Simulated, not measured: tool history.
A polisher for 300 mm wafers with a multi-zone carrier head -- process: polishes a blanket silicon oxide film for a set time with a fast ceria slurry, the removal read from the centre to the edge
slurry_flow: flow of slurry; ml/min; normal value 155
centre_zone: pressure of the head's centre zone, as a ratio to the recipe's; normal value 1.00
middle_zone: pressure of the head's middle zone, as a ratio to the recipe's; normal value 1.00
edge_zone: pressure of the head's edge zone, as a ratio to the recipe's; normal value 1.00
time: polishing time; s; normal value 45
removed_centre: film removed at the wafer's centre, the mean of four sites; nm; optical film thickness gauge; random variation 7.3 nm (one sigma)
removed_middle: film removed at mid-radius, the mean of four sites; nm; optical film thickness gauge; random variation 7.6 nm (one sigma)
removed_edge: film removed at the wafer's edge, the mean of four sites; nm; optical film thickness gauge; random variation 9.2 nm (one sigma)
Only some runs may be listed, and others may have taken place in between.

run	day	slurry_flow	centre_zone	middle_zone	edge_zone	time	wafers since the last listed run	wafers polished on this pad	hours since the slurry nozzle was cleaned	hours since the centre zone pressure was calibrated	hours since the edge zone pressure was calibrated	hours since the carrier head's membrane was replaced	incoming thickness of the incoming film, nm	removed_centre	removed_middle	removed_edge
1	0.000	155	1.02	0.94	1.00	45	0	633	334.6	387.6	1190.3	650.4	2529.9	786.9	773.6	819.7
2	0.533	155	1.00	1.00	1.08	45	99	732	347.4	400.4	1203.1	663.2	2490.9	766.9	798.0	845.8
3	1.246	155	1.00	1.00	1.08	45	132	864	364.5	417.5	1220.2	680.3	2470.6	765.3	785.5	859.6
4	1.783	155	1.00	1.00	1.08	45	99	964	377.4	430.4	1233.1	693.2	2505.4	754.9	793.4	836.7
# day 3.467: worn pad replaced by a new one
5	5.704	135	1.00	1.00	1.06	45	697	415	471.5	524.5	1327.2	787.3	2527.3	711.5	743.3	789.0
# day 5.888: edge zone pressure recalibrated
6	6.712	175	1.00	1.00	1.00	45	171	587	495.7	548.7	19.8	811.5	2440.5	772.7	803.3	823.2
7	8.138	175	1.00	1.00	1.00	45	264	852	529.9	582.9	54.0	845.7	2466.8	786.9	816.1	823.9
8	8.771	155	0.96	0.89	1.00	52	117	970	545.1	598.1	69.2	860.9	2447.2	828.9	844.9	924.4
9	9.542	155	1.00	1.00	1.00	45	143	1113	563.6	616.6	87.7	879.4	2453.5	751.8	771.3	805.1
# day 9.833: centre zone pressure recalibrated
# day 10.167: worn pad replaced by a new one
# day 10.600: slurry nozzle cleaned
# day 10.867: carrier head's membrane replaced by a new one
10	11.033	155	1.06	1.05	0.90	56	184	114	10.4	28.8	123.5	4.0	2498.2	1167.7	1136.8	1031.3
11	11.538	120	1.00	1.00	1.08	45	93	208	22.5	40.9	135.6	16.1	2524.6	800.2	843.3	876.8
12	12.062	195	1.00	0.95	0.96	30	97	305	35.1	53.5	148.2	28.7	2520.1	607.0	601.5	594.2
13	12.838	155	1.08	1.00	1.00	52	144	449	53.7	72.1	166.8	47.3	2452.7	1079.5	1011.7	1020.6
14	13.496	155	1.00	1.00	1.00	45	122	572	69.5	87.9	182.6	63.1	2451.0	849.8	875.2	879.6
15	14.454	155	1.00	1.00	1.00	37	178	750	92.5	110.9	205.6	86.1	2473.6	695.9	718.2	706.2

Forecast each of these 3 alternatives for the next run:
A	14.471	155	1.00	1.00	1.00	41	3	753	92.9	111.3	206.0	86.5	2477.9	?	?	?
B	14.471	190	1.06	1.09	1.06	45	3	753	92.9	111.3	206.0	86.5	2477.9	?	?	?
C	14.471	155	1.00	1.00	1.10	45	3	753	92.9	111.3	206.0	86.5	2477.9	?	?	?

run	removed_centre	removed_middle	removed_edge
A	763.8	773.4	788.9
B	935.3	941.2	918.8
C	838.3	848.8	907.6
Stripped of hidden state, with their random variation kept, the same runs would have yielded:
run	removed_centre	removed_middle	removed_edge
A	799.2	805.0	811.7
B	969.8	972.1	940.7
C	877.1	883.4	933.9
